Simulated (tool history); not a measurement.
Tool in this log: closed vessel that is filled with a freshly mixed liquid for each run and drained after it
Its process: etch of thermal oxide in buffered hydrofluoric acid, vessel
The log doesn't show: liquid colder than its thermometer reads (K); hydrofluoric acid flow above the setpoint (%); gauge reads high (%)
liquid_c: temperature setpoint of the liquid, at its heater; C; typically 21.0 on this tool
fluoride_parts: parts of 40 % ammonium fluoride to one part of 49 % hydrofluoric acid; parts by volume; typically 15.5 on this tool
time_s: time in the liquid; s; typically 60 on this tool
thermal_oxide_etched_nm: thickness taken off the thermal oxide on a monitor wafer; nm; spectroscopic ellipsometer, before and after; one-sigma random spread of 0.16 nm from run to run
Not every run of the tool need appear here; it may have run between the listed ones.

run	hour	liquid_c	fluoride_parts	time_s	wafers since the last listed run	hours since the thermometer was replaced	hours since the hydrofluoric acid flow meter was replaced	hours since the gauge calibration	read-back film thickness of the thermal oxide reference wafer, read on the same gauge (nm)	thermal_oxide_etched_nm
1	0.0	21.0	15.5	70	0	866.7	403.0	119.3	70.01	47.93
2	88.6	21.0	15.5	70	11123	955.3	491.6	207.9	70.00	47.67
3	137.1	21.0	15.5	70	6089	1003.8	540.1	256.4	69.99	47.63
4	199.9	21.0	12.5	60	7884	1066.6	602.9	319.2	70.01	50.56
# hour 218.9: thermometer replaced
5	286.7	21.0	15.5	60	10772	67.8	689.7	406.0	70.00	41.91
6	334.7	21.0	15.5	40	6026	115.8	737.7	454.0	69.98	28.02
7	395.3	21.0	15.5	60	7608	176.4	798.3	514.6	70.00	41.75
8	477.6	21.0	15.5	60	10332	258.7	880.6	596.9	70.00	41.78
9	549.8	21.0	15.5	60	9064	330.9	952.8	669.1	70.01	41.80
10	661.3	21.0	15.5	60	13998	442.4	1064.3	780.6	69.99	41.61
11	710.7	18.5	15.5	60	6202	491.8	1113.7	830.0	69.98	36.15
12	779.9	18.5	15.5	60	8688	561.0	1182.9	899.2	70.00	36.03
# hour 811.2: hydrofluoric acid flow meter replaced
13	829.4	21.0	15.5	60	6089	610.5	18.2	948.7	70.00	41.41
14	869.7	21.0	15.5	60	5059	650.8	58.5	989.0	69.99	41.30
15	926.8	21.0	15.5	60	7168	707.9	115.6	1046.1	69.99	40.98
16	991.7	21.0	20.0	75	8148	772.8	180.5	1111.0	69.98	39.77
17	1084.1	21.0	15.5	60	11600	865.2	272.9	1203.4	70.00	40.88
18	1234.3	22.5	10.5	40	18857	1015.4	423.1	1353.6	70.01	43.30
19	1320.0	21.0	10.5	70	10759	1101.1	508.8	1439.3	70.00	69.74
20	1375.9	23.0	17.5	60	7018	1157.0	564.7	1495.2	69.99	40.31
21	1454.0	21.0	15.5	45	9805	1235.1	642.8	1573.3	70.00	30.43
# hour 1499.1: thermometer replaced
22	1535.2	24.0	12.0	30	10069	36.1	724.0	1654.5	70.00	31.99
# hour 1589.4: gauge calibrated
23	1610.4	21.0	15.5	70	9441	111.3	799.2	21.0	69.97	49.12
24	1689.0	24.5	15.5	60	9868	189.9	877.8	99.6	70.01	50.50
25	1754.7	24.0	10.5	85	8248	255.6	943.5	165.3	70.01	102.16
# hour 1835.3: hydrofluoric acid flow meter replaced
26	1845.9	21.0	11.5	60	11324	346.8	10.6	256.5	70.01	56.12
27	1913.1	21.0	15.5	60	8437	414.0	77.8	323.7	70.00	41.58
28	1979.1	19.0	15.5	70	8286	480.0	143.8	389.7	70.00	43.35
29	2034.3	21.0	15.5	45	6930	535.2	199.0	444.9	69.99	30.98
30	2101.3	21.0	14.0	60	8411	602.2	266.0	511.9	69.99	45.63

Forecast each of these 5 alternatives for the next run:
A	2102.0	19.0	15.5	60	87	602.9	266.7	512.6	?	?
B	2102.0	19.5	15.5	70	87	602.9	266.7	512.6	?	?
C	2102.0	21.0	13.5	40	87	602.9	266.7	512.6	?	?
D	2102.0	23.0	15.5	60	87	602.9	266.7	512.6	?	?
E	2102.0	19.0	10.0	90	87	602.9	266.7	512.6	?	?

run	read-back film thickness of the thermal oxide reference wafer, read on the same gauge (nm)	thermal_oxide_etched_nm
A	69.99	36.95
B	69.99	44.35
C	69.99	31.58
D	69.99	46.20
E	69.99	85.14
With the hidden condition removed and each run's random variation left untouched, the same runs would have given:
run	thermal_oxide_etched_nm
A	37.69
B	45.23
C	32.20
D	47.10
E	86.84
